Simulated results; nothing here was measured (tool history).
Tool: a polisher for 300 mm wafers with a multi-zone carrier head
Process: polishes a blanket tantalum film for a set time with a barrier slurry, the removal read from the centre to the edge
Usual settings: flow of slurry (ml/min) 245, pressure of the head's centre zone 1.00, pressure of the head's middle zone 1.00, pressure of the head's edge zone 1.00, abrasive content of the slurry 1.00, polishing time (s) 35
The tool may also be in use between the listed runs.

run,hour,flow of slurry (ml/min),pressure of the head's centre zone,pressure of the head's middle zone,pressure of the head's edge zone,abrasive content of the slurry,polishing time (s),wafers since the last listed run,wafers polished on this pad,hours since the slurry nozzle was cleaned,hours since the centre zone pressure was calibrated,hours since the edge zone pressure was calibrated,hours since the carrier head's membrane was replaced,"incoming thickness of the incoming film, nm",film removed at the wafer's centre (Å),film removed at mid-radius (Å),film removed at the wafer's edge (Å)
1,0.0,245,1.00,1.00,1.00,1.00,35,0,1799,189.0,109.3,235.1,1082.5,249.8,989,1035,1024
2,44.2,245,1.00,1.00,1.00,0.80,35,574,2373,233.2,153.5,279.3,1126.7,246.5,852,905,896
3,105.6,245,1.00,1.00,1.00,0.80,35,797,3170,294.6,214.9,340.7,1188.1,254.7,837,899,887
# hour 136.9: worn pad replaced by a new one
4,163.8,245,1.00,1.00,1.00,1.00,35,703,349,352.8,273.1,398.9,1246.3,253.1,963,1030,1019
# hour 224.7: edge zone pressure recalibrated
5,233.2,245,1.00,1.00,1.00,1.00,35,875,1225,422.2,342.5,8.5,1315.7,247.2,955,1049,1020
6,270.4,245,1.00,1.00,1.00,1.00,35,483,1708,459.4,379.7,45.7,1352.9,247.9,957,1027,1012
7,331.3,245,1.00,1.00,1.00,1.15,35,790,2499,520.3,440.6,106.6,1413.8,252.3,1017,1117,1090
8,399.4,290,1.08,1.00,1.00,1.00,38,884,3383,588.4,508.7,174.7,1481.9,246.6,1126,1142,1132
9,449.2,245,1.00,0.94,0.91,1.00,35,646,4030,638.2,558.5,224.5,1531.7,249.7,949,960,995
# hour 459.7: slurry nozzle cleaned
# hour 460.7: worn pad replaced by a new one
# hour 479.4: centre zone pressure recalibrated
10,501.1,245,1.00,1.00,1.00,0.75,35,622,499,41.4,21.7,276.4,1583.6,253.8,833,858,854
# hour 536.9: carrier head's membrane replaced by a new one
11,563.3,195,0.94,1.00,1.00,1.20,35,742,1242,103.6,83.9,338.6,26.4,252.4,999,1072,1071
12,613.1,245,1.00,1.10,1.00,1.00,35,646,1888,153.4,133.7,388.4,76.2,255.8,987,1134,1044
# hour 620.9: edge zone pressure recalibrated
# hour 734.6: worn pad replaced by a new one
13,790.7,245,1.00,1.00,1.00,1.00,35,2228,728,331.0,311.3,169.8,253.8,250.1,965,1063,1024
14,837.7,195,0.94,1.00,1.00,1.20,35,610,1338,378.0,358.3,216.8,300.8,250.2,965,1088,1069
15,880.6,245,1.00,1.00,1.00,1.00,35,557,1895,420.9,401.2,259.7,343.7,249.4,981,1025,1006
16,915.6,220,1.00,1.06,1.00,1.20,24,454,2350,455.9,436.2,294.7,378.7,248.6,710,772,758
17,985.4,245,1.00,1.00,0.97,1.00,44,906,3256,525.7,506.0,364.5,448.5,245.2,1207,1319,1246
18,1009.9,170,1.00,1.00,1.00,1.20,35,318,3574,550.2,530.5,389.0,473.0,248.6,969,1053,1058
# hour 1058.7: worn pad replaced by a new one
# hour 1078.3: edge zone pressure recalibrated
19,1078.8,245,0.88,1.00,1.00,1.30,35,816,234,619.1,599.4,0.5,541.9,248.7,985,1185,1115
# hour 1116.3: centre zone pressure recalibrated
20,1140.9,315,1.11,1.00,1.03,1.00,35,780,1015,681.2,24.6,62.6,604.0,253.0,1099,1064,1049

How the hidden state differs across the entries between the runs, from the last listed run before each to the first after it:
Between runs 3 and 4: worn pad replaced by a new one (hour 136.9)
  deviation of the centre zone's pressure from its setpoint, %: -6.42 -> -7.29
  measured less the result without the state, film removed at the wafer's centre (Å): -33 -> -44
Between runs 4 and 5: edge zone pressure recalibrated (hour 224.7)
  deviation of the centre zone's pressure from its setpoint, %: -7.29 -> -8.08
  measured less the result without the state, film removed at the wafer's centre (Å): -44 -> -48
Between runs 9 and 10: slurry nozzle cleaned (hour 459.7); worn pad replaced by a new one (hour 460.7); centre zone pressure recalibrated (hour 479.4)
  deviation of the centre zone's pressure from its setpoint, %: -9.43 -> 0.0932
  measured less the result without the state, film removed at the wafer's centre (Å): -56 -> +0
Between runs 10 and 11: carrier head's membrane replaced by a new one (hour 536.9)
  deviation of the centre zone's pressure from its setpoint, %: 0.0932 -> -2.08
  measured less the result without the state, film removed at the wafer's centre (Å): +0 -> -13
Between runs 12 and 13: edge zone pressure recalibrated (hour 620.9); worn pad replaced by a new one (hour 734.6)
  deviation of the centre zone's pressure from its setpoint, %: -3.44 -> -6.45
  measured less the result without the state, film removed at the wafer's centre (Å): -20 -> -38
Between runs 18 and 19: worn pad replaced by a new one (hour 1058.7); edge zone pressure recalibrated (hour 1078.3)
  deviation of the centre zone's pressure from its setpoint, %: -8.01 -> -8.26
  measured less the result without the state, film removed at the wafer's centre (Å): -48 -> -51
Between runs 19 and 20: centre zone pressure recalibrated (hour 1116.3)
  deviation of the centre zone's pressure from its setpoint, %: -8.26 -> -0.352
  measured less the result without the state, film removed at the wafer's centre (Å): -51 -> -2
